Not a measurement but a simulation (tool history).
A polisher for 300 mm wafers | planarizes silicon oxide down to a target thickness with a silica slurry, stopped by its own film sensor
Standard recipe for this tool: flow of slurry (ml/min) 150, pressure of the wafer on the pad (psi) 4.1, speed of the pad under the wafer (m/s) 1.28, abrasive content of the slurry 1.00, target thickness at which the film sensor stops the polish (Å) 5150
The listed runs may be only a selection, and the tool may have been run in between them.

run	hour	flow of slurry (ml/min)	pressure of the wafer on the pad (psi)	speed of the pad under the wafer (m/s)	abrasive content of the slurry	target thickness at which the film sensor stops the polish (Å)	wafers since the last listed run	wafers polished on this pad	hours since the slurry nozzle was cleaned	hours since the head pressure was calibrated	hours since the slurry blender was calibrated	hours since the conditioning disc was replaced	incoming thickness of the incoming film, nm	time until the film sensor stopped the polish (s)
1	0.0	150	4.1	1.28	1.00	5150	0	47	200.1	576.7	95.7	16.0	797.7	91.9
2	74.6	150	4.1	1.28	1.00	5150	434	482	274.7	651.3	170.3	90.6	813.9	99.2
3	160.3	150	4.1	1.28	1.00	5150	499	982	360.4	737.0	256.0	176.3	791.8	92.1
# hour 202.5: worn pad replaced by a new one
4	245.4	150	5.0	1.28	1.15	5150	472	250	445.5	822.1	341.1	261.4	813.8	78.9
# hour 331.4: conditioning disc replaced and pad reconditioned
5	349.0	150	3.0	1.28	1.00	5150	592	842	549.1	925.7	444.7	17.6	806.3	131.5
# hour 351.4: head pressure recalibrated
# hour 373.6: slurry blender recalibrated
# hour 394.3: worn pad replaced by a new one
6	442.2	150	3.0	1.28	1.00	5150	496	279	642.3	90.8	68.6	110.8	806.5	123.6
# hour 457.3: slurry nozzle cleaned
7	485.3	150	4.1	1.28	1.00	5150	245	524	28.0	133.9	111.7	153.9	795.7	93.9
8	550.6	150	4.1	1.28	1.00	5150	380	905	93.3	199.2	177.0	219.2	804.9	95.2
# hour 566.2: worn pad replaced by a new one
9	642.8	150	4.1	1.28	1.00	4220	514	446	185.5	291.4	269.2	311.4	790.4	124.2
# hour 673.7: conditioning disc replaced and pad reconditioned
10	693.0	150	4.1	1.28	0.85	5150	280	727	235.7	341.6	319.4	19.3	809.8	113.4
11	734.4	100	4.1	0.92	1.20	5410	241	968	277.1	383.0	360.8	60.7	798.6	106.8
# hour 761.2: worn pad replaced by a new one
12	780.3	120	3.6	1.28	1.00	4830	244	111	323.0	428.9	406.7	106.6	799.5	123.6
# hour 783.5: slurry blender recalibrated
13	860.0	150	4.1	1.28	1.00	5150	452	564	402.7	508.6	76.5	186.3	798.5	89.6

What will run 14 give?
14	948.3	150	5.3	1.44	1.00	5150	514	1079	491.0	596.9	164.8	274.6	787.1	?

{"run 14": {"time until the film sensor stopped the polish (s)": 64.0}}
Without the tool's hidden state the same run would have given time until the film sensor stopped the polish (s) 68.4.
